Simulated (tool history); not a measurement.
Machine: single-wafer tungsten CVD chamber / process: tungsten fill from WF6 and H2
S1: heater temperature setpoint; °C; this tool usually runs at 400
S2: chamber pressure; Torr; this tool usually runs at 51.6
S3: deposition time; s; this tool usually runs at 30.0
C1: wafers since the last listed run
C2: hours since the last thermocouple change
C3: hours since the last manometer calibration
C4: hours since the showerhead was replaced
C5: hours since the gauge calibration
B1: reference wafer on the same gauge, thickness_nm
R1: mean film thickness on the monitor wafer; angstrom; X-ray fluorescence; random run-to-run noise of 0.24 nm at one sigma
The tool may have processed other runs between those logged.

{"run": 1, "hour": 0.0, "S1": 409, "S2": 51.6, "S3": 30.0, "C1": 0, "C2": 1669.2, "C3": 2233.0, "C4": 2370.6, "C5": 308.4, "B1": 108.075, "R1": 1309.35}
{"run": 2, "hour": 33.0, "S1": 400, "S2": 51.6, "S3": 33.9, "C1": 849, "C2": 1702.2, "C3": 2266.0, "C4": 2403.6, "C5": 341.4, "B1": 107.925, "R1": 1239.17}
{"run": 3, "hour": 57.6, "S1": 400, "S2": 51.6, "S3": 30.0, "C1": 633, "C2": 1726.8, "C3": 2290.6, "C4": 2428.2, "C5": 366.0, "B1": 107.988, "R1": 1093.85}
{"run": 4, "hour": 88.5, "S1": 400, "S2": 51.6, "S3": 30.0, "C1": 795, "C2": 1757.7, "C3": 2321.5, "C4": 2459.1, "C5": 396.9, "B1": 108.105, "R1": 1101.68}
{"run": 5, "hour": 122.8, "S1": 400, "S2": 51.6, "S3": 30.0, "C1": 883, "C2": 1792.0, "C3": 2355.8, "C4": 2493.4, "C5": 431.2, "B1": 108.049, "R1": 1102.42}
{"run": 6, "hour": 151.8, "S1": 400, "S2": 51.6, "S3": 30.0, "C1": 746, "C2": 1821.0, "C3": 2384.8, "C4": 2522.4, "C5": 460.2, "B1": 108.007, "R1": 1104.85}
{"run": 7, "hour": 179.1, "S1": 400, "S2": 51.6, "S3": 30.0, "C1": 703, "C2": 1848.3, "C3": 2412.1, "C4": 2549.7, "C5": 487.5, "B1": 107.921, "R1": 1106.82}
{"run": 8, "hour": 201.5, "S1": 400, "S2": 51.6, "S3": 30.0, "C1": 576, "C2": 1870.7, "C3": 2434.5, "C4": 2572.1, "C5": 509.9, "B1": 107.967, "R1": 1109.0}
{"run": 9, "hour": 233.9, "S1": 400, "S2": 51.6, "S3": 30.0, "C1": 834, "C2": 1903.1, "C3": 2466.9, "C4": 2604.5, "C5": 542.3, "B1": 107.963, "R1": 1115.93}
{"run": 10, "hour": 300.8, "S1": 400, "S2": 51.6, "S3": 30.0, "C1": 1722, "C2": 1970.0, "C3": 2533.8, "C4": 2671.4, "C5": 609.2, "B1": 107.961, "R1": 1117.85}
{"hour": 312.5, "done": "capacitance manometer re-zeroed and calibrated"}
{"run": 11, "hour": 314.5, "S1": 400, "S2": 51.6, "S3": 30.0, "C1": 146, "C2": 1983.7, "C3": 2.0, "C4": 2685.1, "C5": 622.9, "B1": 107.991, "R1": 1079.21}
{"hour": 327.3, "done": "thermocouple changed; heater temperature recalibrated"}
{"run": 12, "hour": 342.4, "S1": 400, "S2": 48.2, "S3": 30.0, "C1": 512, "C2": 15.1, "C3": 29.9, "C4": 2713.0, "C5": 650.8, "B1": 108.049, "R1": 970.78}
{"run": 13, "hour": 367.8, "S1": 400, "S2": 51.6, "S3": 30.0, "C1": 654, "C2": 40.5, "C3": 55.3, "C4": 2738.4, "C5": 676.2, "B1": 108.01, "R1": 1003.53}
{"run": 14, "hour": 394.0, "S1": 400, "S2": 45.5, "S3": 30.0, "C1": 674, "C2": 66.7, "C3": 81.5, "C4": 2764.6, "C5": 702.4, "B1": 108.042, "R1": 945.58}
{"run": 15, "hour": 414.0, "S1": 400, "S2": 45.5, "S3": 30.0, "C1": 515, "C2": 86.7, "C3": 101.5, "C4": 2784.6, "C5": 722.4, "B1": 108.089, "R1": 946.38}
{"run": 16, "hour": 438.5, "S1": 400, "S2": 42.2, "S3": 26.8, "C1": 630, "C2": 111.2, "C3": 126.0, "C4": 2809.1, "C5": 746.9, "B1": 107.96, "R1": 819.27}
{"run": 17, "hour": 473.0, "S1": 400, "S2": 51.6, "S3": 30.0, "C1": 888, "C2": 145.7, "C3": 160.5, "C4": 2843.6, "C5": 781.4, "B1": 107.918, "R1": 1002.88}
{"hour": 496.3, "done": "gauge calibrated"}
{"hour": 503.4, "done": "showerhead replaced"}
{"run": 18, "hour": 503.9, "S1": 386, "S2": 51.6, "S3": 24.2, "C1": 589, "C2": 176.6, "C3": 191.4, "C4": 0.5, "C5": 7.6, "B1": 108.034, "R1": 598.98}
{"run": 19, "hour": 531.2, "S1": 400, "S2": 62.5, "S3": 35.5, "C1": 703, "C2": 203.9, "C3": 218.7, "C4": 27.8, "C5": 34.9, "B1": 108.057, "R1": 1302.35}
{"run": 20, "hour": 561.0, "S1": 394, "S2": 55.9, "S3": 30.0, "C1": 767, "C2": 233.7, "C3": 248.5, "C4": 57.6, "C5": 64.7, "B1": 107.967, "R1": 920.74}
{"run": 21, "hour": 581.1, "S1": 400, "S2": 51.6, "S3": 30.0, "C1": 517, "C2": 253.8, "C3": 268.6, "C4": 77.7, "C5": 84.8, "B1": 107.979, "R1": 1010.34}
{"run": 22, "hour": 601.7, "S1": 400, "S2": 51.6, "S3": 30.0, "C1": 530, "C2": 274.4, "C3": 289.2, "C4": 98.3, "C5": 105.4, "B1": 108.015, "R1": 1010.13}
{"run": 23, "hour": 614.6, "S1": 400, "S2": 56.8, "S3": 30.0, "C1": 332, "C2": 287.3, "C3": 302.1, "C4": 111.2, "C5": 118.3, "B1": 108.04, "R1": 1048.93}
{"run": 24, "hour": 645.3, "S1": 400, "S2": 51.6, "S3": 30.0, "C1": 790, "C2": 318.0, "C3": 332.8, "C4": 141.9, "C5": 149.0, "B1": 108.032, "R1": 1013.75}
{"run": 25, "hour": 675.0, "S1": 400, "S2": 64.4, "S3": 27.4, "C1": 764, "C2": 347.7, "C3": 362.5, "C4": 171.6, "C5": 178.7, "B1": 107.964, "R1": 1019.23}
{"run": 26, "hour": 697.3, "S1": 390, "S2": 45.8, "S3": 30.0, "C1": 574, "C2": 370.0, "C3": 384.8, "C4": 193.9, "C5": 201.0, "B1": 108.027, "R1": 778.39}
{"run": 27, "hour": 720.1, "S1": 400, "S2": 55.4, "S3": 24.0, "C1": 587, "C2": 392.8, "C3": 407.6, "C4": 216.7, "C5": 223.8, "B1": 108.082, "R1": 837.07}
{"run": 28, "hour": 826.1, "S1": 392, "S2": 59.7, "S3": 34.7, "C1": 2729, "C2": 498.8, "C3": 513.6, "C4": 322.7, "C5": 329.8, "B1": 107.934, "R1": 1062.14}
{"run": 29, "hour": 851.8, "S1": 386, "S2": 41.6, "S3": 25.7, "C1": 661, "C2": 524.5, "C3": 539.3, "C4": 348.4, "C5": 355.5, "B1": 107.938, "R1": 588.63}
{"run": 30, "hour": 866.2, "S1": 388, "S2": 40.0, "S3": 30.0, "C1": 370, "C2": 538.9, "C3": 553.7, "C4": 362.8, "C5": 369.9, "B1": 107.944, "R1": 702.11}
{"run": 31, "hour": 884.1, "S1": 387, "S2": 51.6, "S3": 33.0, "C1": 460, "C2": 556.8, "C3": 571.6, "C4": 380.7, "C5": 387.8, "B1": 108.063, "R1": 848.44}

For each entry between runs, how does the tool's hidden state at the last listed run before it compare with that at the first listed run after it?
Run 10 -> run 11: capacitance manometer re-zeroed and calibrated (hour 312.5)
  wafer temperature above the value expected at the setpoint (K): 3.69 -> 3.74; true pressure above the setpoint (%): 8.11 -> -0.96
  the result without the hidden state subtracted from the measured one, R1: +115.40 -> +74.34 angstrom
Run 11 -> run 12: thermocouple changed; heater temperature recalibrated (hour 327.3)
  wafer temperature above the value expected at the setpoint (K): 3.74 -> 0.0604; true pressure above the setpoint (%): -0.96 -> -0.682
  the result without the hidden state subtracted from the measured one, R1: +74.34 -> -1.81 angstrom
Run 17 -> run 18: gauge calibrated (hour 496.3); showerhead replaced (hour 503.4)
  wafer temperature above the value expected at the setpoint (K): 0.0802 -> 0.0897; true pressure above the setpoint (%): 0.501 -> 0.754
  the result without the hidden state subtracted from the measured one, R1: +3.84 -> +3.20 angstrom
